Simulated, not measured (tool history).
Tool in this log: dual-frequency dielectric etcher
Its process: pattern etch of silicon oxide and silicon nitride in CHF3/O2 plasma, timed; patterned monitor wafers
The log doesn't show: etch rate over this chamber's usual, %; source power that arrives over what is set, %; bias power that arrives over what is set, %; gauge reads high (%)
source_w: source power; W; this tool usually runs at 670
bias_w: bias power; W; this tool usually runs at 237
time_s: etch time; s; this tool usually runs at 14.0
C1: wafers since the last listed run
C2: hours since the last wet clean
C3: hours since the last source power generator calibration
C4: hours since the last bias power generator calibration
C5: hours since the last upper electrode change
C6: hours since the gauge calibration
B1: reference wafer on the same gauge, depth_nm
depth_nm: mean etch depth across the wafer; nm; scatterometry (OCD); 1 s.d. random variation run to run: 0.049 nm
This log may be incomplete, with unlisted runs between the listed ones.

Run 1, hour 0.0: usual settings but source_w 740 W, time_s 12.0 s; C1 0; C2 118.4; C3 3026.2; C4 2234.6; C5 44.2; C6 6.7; B1 26.59. Result: depth_nm 20.89 nm.
Run 2, hour 25.4: usual settings but source_w 740 W, time_s 12.0 s; C1 408; C2 143.8; C3 3051.6; C4 2260.0; C5 69.6; C6 32.1; B1 26.58. Result: depth_nm 20.94 nm.
Run 3, hour 52.9: usual settings but source_w 740 W, time_s 12.0 s; C1 442; C2 171.3; C3 3079.1; C4 2287.5; C5 97.1; C6 59.6; B1 26.60. Result: depth_nm 21.05 nm.
At hour 64.1: bias power generator calibrated.
Run 4, hour 72.7: usual settings; C1 254; C2 191.1; C3 3098.9; C4 8.6; C5 116.9; C6 79.4; B1 26.59. Result: depth_nm 23.69 nm.
Run 5, hour 90.6: usual settings; C1 287; C2 209.0; C3 3116.8; C4 26.5; C5 134.8; C6 97.3; B1 26.60. Result: depth_nm 23.75 nm.
Run 6, hour 113.9: usual settings but source_w 760 W; C1 374; C2 232.3; C3 3140.1; C4 49.8; C5 158.1; C6 120.6; B1 26.59. Result: depth_nm 25.09 nm.
Run 7, hour 143.3: usual settings; C1 472; C2 261.7; C3 3169.5; C4 79.2; C5 187.5; C6 150.0; B1 26.62. Result: depth_nm 23.82 nm.
Run 8, hour 164.1: usual settings but source_w 570 W, time_s 10.0 s; C1 334; C2 282.5; C3 3190.3; C4 100.0; C5 208.3; C6 170.8; B1 26.61. Result: depth_nm 15.86 nm.
Run 9, hour 180.9: usual settings but source_w 550 W, time_s 17.0 s; C1 270; C2 299.3; C3 3207.1; C4 116.8; C5 225.1; C6 187.6; B1 26.61. Result: depth_nm 26.54 nm.
At hour 207.1: wet clean of the chamber.
Run 10, hour 212.2: usual settings but source_w 820 W, time_s 13.0 s; C1 117; C2 5.1; C3 3238.4; C4 148.1; C5 256.4; C6 218.9; B1 26.59. Result: depth_nm 23.75 nm.
Run 11, hour 228.7: usual settings but source_w 730 W, bias_w 274 W, time_s 10.0 s; C1 265; C2 21.6; C3 3254.9; C4 164.6; C5 272.9; C6 235.4; B1 26.58. Result: depth_nm 18.28 nm.
Run 12, hour 243.5: usual settings but source_w 720 W, bias_w 196 W, time_s 13.0 s; C1 237; C2 36.4; C3 3269.7; C4 179.4; C5 287.7; C6 250.2; B1 26.59. Result: depth_nm 21.03 nm.
Run 13, hour 267.3: usual settings; C1 382; C2 60.2; C3 3293.5; C4 203.2; C5 311.5; C6 274.0; B1 26.62. Result: depth_nm 23.47 nm.
At hour 281.9: source power generator calibrated.
Run 14, hour 295.9: usual settings but time_s 13.0 s; C1 395; C2 88.8; C3 14.0; C4 231.8; C5 340.1; C6 302.6; B1 26.60. Result: depth_nm 21.79 nm.
Run 15, hour 323.3: usual settings but source_w 590 W, bias_w 200 W; C1 440; C2 116.2; C3 41.4; C4 259.2; C5 367.5; C6 330.0; B1 26.59. Result: depth_nm 20.82 nm.
Run 16, hour 353.8: usual settings but source_w 800 W, bias_w 181 W; C1 490; C2 146.7; C3 71.9; C4 289.7; C5 398.0; C6 360.5; B1 26.63. Result: depth_nm 23.00 nm.
Run 17, hour 380.0: usual settings; C1 421; C2 172.9; C3 98.1; C4 315.9; C5 424.2; C6 386.7; B1 26.57. Result: depth_nm 23.48 nm.
Run 18, hour 415.3: usual settings but source_w 510 W, bias_w 212 W, time_s 17.5 s; C1 567; C2 208.2; C3 133.4; C4 351.2; C5 459.5; C6 422.0; B1 26.62. Result: depth_nm 25.06 nm.
Run 19, hour 444.3: usual settings but bias_w 286 W, time_s 17.5 s; C1 466; C2 237.2; C3 162.4; C4 380.2; C5 488.5; C6 451.0; B1 26.61. Result: depth_nm 31.59 nm.
Run 20, hour 464.8: usual settings but source_w 580 W, bias_w 212 W, time_s 17.5 s; C1 329; C2 257.7; C3 182.9; C4 400.7; C5 509.0; C6 471.5; B1 26.59. Result: depth_nm 26.64 nm.
Run 21, hour 476.9: usual settings but source_w 810 W, time_s 15.0 s; C1 194; C2 269.8; C3 195.0; C4 412.8; C5 521.1; C6 483.6; B1 26.58. Result: depth_nm 27.41 nm.
Run 22, hour 512.6: usual settings but time_s 17.5 s; C1 573; C2 305.5; C3 230.7; C4 448.5; C5 556.8; C6 519.3; B1 26.62. Result: depth_nm 29.58 nm.
Run 23, hour 538.7: usual settings but source_w 510 W, bias_w 212 W, time_s 17.5 s; C1 419; C2 331.6; C3 256.8; C4 474.6; C5 582.9; C6 545.4; B1 26.60. Result: depth_nm 25.16 nm.
Run 24, hour 563.4: usual settings but source_w 790 W, bias_w 215 W; C1 397; C2 356.3; C3 281.5; C4 499.3; C5 607.6; C6 570.1; B1 26.60. Result: depth_nm 24.56 nm.
Run 25, hour 581.3: usual settings but source_w 540 W, bias_w 261 W; C1 287; C2 374.2; C3 299.4; C4 517.2; C5 625.5; C6 588.0; B1 26.61. Result: depth_nm 22.37 nm.
At hour 605.9: wet clean of the chamber.
Run 26, hour 606.4: usual settings; C1 17; C2 0.5; C3 324.5; C4 542.3; C5 650.6; C6 613.1; B1 26.60. Result: depth_nm 23.29 nm.
Run 27, hour 622.0: usual settings but source_w 610 W, bias_w 266 W; C1 250; C2 16.1; C3 340.1; C4 557.9; C5 666.2; C6 628.7; B1 26.61. Result: depth_nm 23.37 nm.
Run 28, hour 649.6: usual settings; C1 443; C2 43.7; C3 367.7; C4 585.5; C5 693.8; C6 656.3; B1 26.59. Result: depth_nm 23.42 nm.
Run 29, hour 670.1: usual settings but bias_w 267 W, time_s 17.5 s; C1 329; C2 64.2; C3 388.2; C4 606.0; C5 714.3; C6 676.8; B1 26.61. Result: depth_nm 30.46 nm.
Run 30, hour 688.6: usual settings but source_w 800 W, bias_w 262 W, time_s 11.5 s; C1 297; C2 82.7; C3 406.7; C4 624.5; C5 732.8; C6 695.3; B1 26.61. Result: depth_nm 21.53 nm.
Run 31, hour 722.6: usual settings but source_w 730 W, time_s 12.5 s; C1 546; C2 116.7; C3 440.7; C4 658.5; C5 766.8; C6 729.3; B1 26.58. Result: depth_nm 21.61 nm.

Consider 3 possible next runs. They are alternatives, not a sequence: every one starts from the tool as it was left by run 31. What does each give?
Run A, hour 723.0: usual settings but bias_w 208 W; C1 6; C2 117.1; C3 441.1; C4 658.9; C5 767.2; C6 729.7; B1 ?. Result: depth_nm ?.
Run B, hour 723.0: usual settings but source_w 770 W, bias_w 189 W, time_s 13.0 s; C1 6; C2 117.1; C3 441.1; C4 658.9; C5 767.2; C6 729.7; B1 ?. Result: depth_nm ?.
Run C, hour 723.0: usual settings but bias_w 258 W; C1 6; C2 117.1; C3 441.1; C4 658.9; C5 767.2; C6 729.7; B1 ?. Result: depth_nm ?.

run     B1  depth_nm
  A  26.61     22.35
  B  26.61     21.33
  C  26.61     24.14
Take away the tool's hidden state, keep each run's random variation, and the runs would have read:
run  depth_nm
  A     22.47
  B     21.44
  C     24.28
